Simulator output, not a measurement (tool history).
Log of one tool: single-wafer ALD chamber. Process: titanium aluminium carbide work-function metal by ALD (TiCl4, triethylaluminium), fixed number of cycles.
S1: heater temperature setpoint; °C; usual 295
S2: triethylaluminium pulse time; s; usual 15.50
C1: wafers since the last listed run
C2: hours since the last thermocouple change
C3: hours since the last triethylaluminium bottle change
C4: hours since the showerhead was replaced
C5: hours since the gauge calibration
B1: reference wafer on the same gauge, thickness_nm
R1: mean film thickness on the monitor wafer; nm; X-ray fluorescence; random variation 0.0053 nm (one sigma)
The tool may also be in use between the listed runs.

| run | hour | S1 | S2 | C1 | C2 | C3 | C4 | C5 | B1 | R1 |
|---|---|---|---|---|---|---|---|---|---|---|
| 1 | 0.0 | 295 | 15.50 | 0 | 1509.4 | 723.5 | 5168.7 | 2103.0 | 2.101 | 2.136 |
| 2 | 25.3 | 295 | 15.50 | 155 | 1534.7 | 748.8 | 5194.0 | 2128.3 | 2.099 | 2.144 |
| 3 | 70.3 | 295 | 15.50 | 276 | 1579.7 | 793.8 | 5239.0 | 2173.3 | 2.101 | 2.147 |
| 4 | 113.7 | 295 | 15.50 | 266 | 1623.1 | 837.2 | 5282.4 | 2216.7 | 2.101 | 2.140 |
|  | 158.3 | showerhead replaced |
| 5 | 159.2 | 295 | 15.50 | 230 | 1668.6 | 882.7 | 0.9 | 2262.2 | 2.102 | 2.142 |
|  | 206.5 | triethylaluminium bottle replaced |
| 6 | 216.8 | 295 | 15.50 | 304 | 1726.2 | 10.3 | 58.5 | 2319.8 | 2.102 | 2.161 |
| 7 | 265.3 | 295 | 15.50 | 297 | 1774.7 | 58.8 | 107.0 | 2368.3 | 2.099 | 2.169 |
|  | 303.8 | gauge calibrated |
| 8 | 307.1 | 295 | 15.50 | 256 | 1816.5 | 100.6 | 148.8 | 3.3 | 2.098 | 2.174 |
| 9 | 349.2 | 289 | 15.50 | 258 | 1858.6 | 142.7 | 190.9 | 45.4 | 2.103 | 2.103 |
| 10 | 408.6 | 289 | 15.50 | 364 | 1918.0 | 202.1 | 250.3 | 104.8 | 2.101 | 2.106 |
| 11 | 440.1 | 289 | 15.50 | 193 | 1949.5 | 233.6 | 281.8 | 136.3 | 2.099 | 2.110 |
| 12 | 471.0 | 295 | 20.38 | 189 | 1980.4 | 264.5 | 312.7 | 167.2 | 2.097 | 2.187 |
| 13 | 520.6 | 295 | 21.18 | 304 | 2030.0 | 314.1 | 362.3 | 216.8 | 2.099 | 2.183 |
| 14 | 560.8 | 295 | 15.50 | 246 | 2070.2 | 354.3 | 402.5 | 257.0 | 2.101 | 2.172 |
| 15 | 657.8 | 285 | 10.03 | 595 | 2167.2 | 451.3 | 499.5 | 354.0 | 2.099 | 2.038 |
|  | 684.1 | thermocouple changed; heater temperature recalibrated |
| 16 | 686.2 | 304 | 10.90 | 125 | 2.1 | 479.7 | 527.9 | 382.4 | 2.100 | 2.190 |
| 17 | 746.1 | 288 | 20.00 | 367 | 62.0 | 539.6 | 587.8 | 442.3 | 2.098 | 2.059 |
| 18 | 770.2 | 308 | 15.50 | 147 | 86.1 | 563.7 | 611.9 | 466.4 | 2.100 | 2.252 |
| 19 | 837.0 | 295 | 15.50 | 410 | 152.9 | 630.5 | 678.7 | 533.2 | 2.099 | 2.120 |
| 20 | 873.7 | 281 | 19.59 | 225 | 189.6 | 667.2 | 715.4 | 569.9 | 2.101 | 1.980 |
| 21 | 912.7 | 295 | 13.02 | 239 | 228.6 | 706.2 | 754.4 | 608.9 | 2.100 | 2.103 |
|  | 984.2 | triethylaluminium bottle replaced |
| 22 | 1117.8 | 295 | 20.17 | 1210 | 433.7 | 133.6 | 959.5 | 814.0 | 2.097 | 2.138 |
| 23 | 1167.1 | 302 | 12.25 | 302 | 483.0 | 182.9 | 1008.8 | 863.3 | 2.102 | 2.197 |
| 24 | 1238.0 | 308 | 21.27 | 435 | 553.9 | 253.8 | 1079.7 | 934.2 | 2.100 | 2.283 |
| 25 | 1265.6 | 301 | 11.57 | 169 | 581.5 | 281.4 | 1107.3 | 961.8 | 2.097 | 2.178 |
| 26 | 1334.7 | 285 | 12.84 | 424 | 650.6 | 350.5 | 1176.4 | 1030.9 | 2.099 | 2.021 |
| 27 | 1381.3 | 295 | 15.50 | 286 | 697.2 | 397.1 | 1223.0 | 1077.5 | 2.098 | 2.139 |
| 28 | 1453.1 | 295 | 15.50 | 440 | 769.0 | 468.9 | 1294.8 | 1149.3 | 2.101 | 2.141 |
| 29 | 1522.3 | 295 | 18.52 | 424 | 838.2 | 538.1 | 1364.0 | 1218.5 | 2.101 | 2.144 |
| 30 | 1585.1 | 295 | 15.50 | 385 | 901.0 | 600.9 | 1426.8 | 1281.3 | 2.099 | 2.130 |
| 31 | 1615.2 | 310 | 10.33 | 184 | 931.1 | 631.0 | 1456.9 | 1311.4 | 2.098 | 2.259 |
| 32 | 1640.2 | 303 | 15.50 | 153 | 956.1 | 656.0 | 1481.9 | 1336.4 | 2.101 | 2.223 |
| 33 | 1674.5 | 295 | 15.50 | 210 | 990.4 | 690.3 | 1516.2 | 1370.7 | 2.099 | 2.136 |

The tool's hidden state at each run:
gauge reads high (%): 0 in every run
H1: wafer temperature above the value expected at the setpoint (K)
H2: triethylaluminium dose above that of a fresh bottle (%)
| run | H1 | H2 |
|---|---|---|
| 1 | 3.14 | -35.5 |
| 2 | 3.2 | -36.6 |
| 3 | 3.31 | -38.5 |
| 4 | 3.42 | -40.4 |
| 5 | 3.53 | -42.3 |
| 6 | 3.68 | -1.71 |
| 7 | 3.8 | -3.8 |
| 8 | 3.9 | -5.61 |
| 9 | 4.01 | -7.42 |
| 10 | 4.16 | -9.99 |
| 11 | 4.24 | -11.3 |
| 12 | 4.31 | -12.7 |
| 13 | 4.44 | -14.8 |
| 14 | 4.54 | -16.6 |
| 15 | 4.78 | -20.7 |
| 16 | -0.0786 | -22 |
| 17 | 0.0711 | -24.6 |
| 18 | 0.131 | -25.6 |
| 19 | 0.298 | -28.5 |
| 20 | 0.39 | -30.1 |
| 21 | 0.488 | -31.7 |
| 22 | 1 | -8.56 |
| 23 | 1.12 | -10.7 |
| 24 | 1.3 | -13.8 |
| 25 | 1.37 | -14.9 |
| 26 | 1.54 | -17.9 |
| 27 | 1.66 | -19.9 |
| 28 | 1.84 | -23 |
| 29 | 2.01 | -26 |
| 30 | 2.17 | -28.7 |
| 31 | 2.24 | -30 |
| 32 | 2.31 | -31.1 |
| 33 | 2.39 | -32.6 |
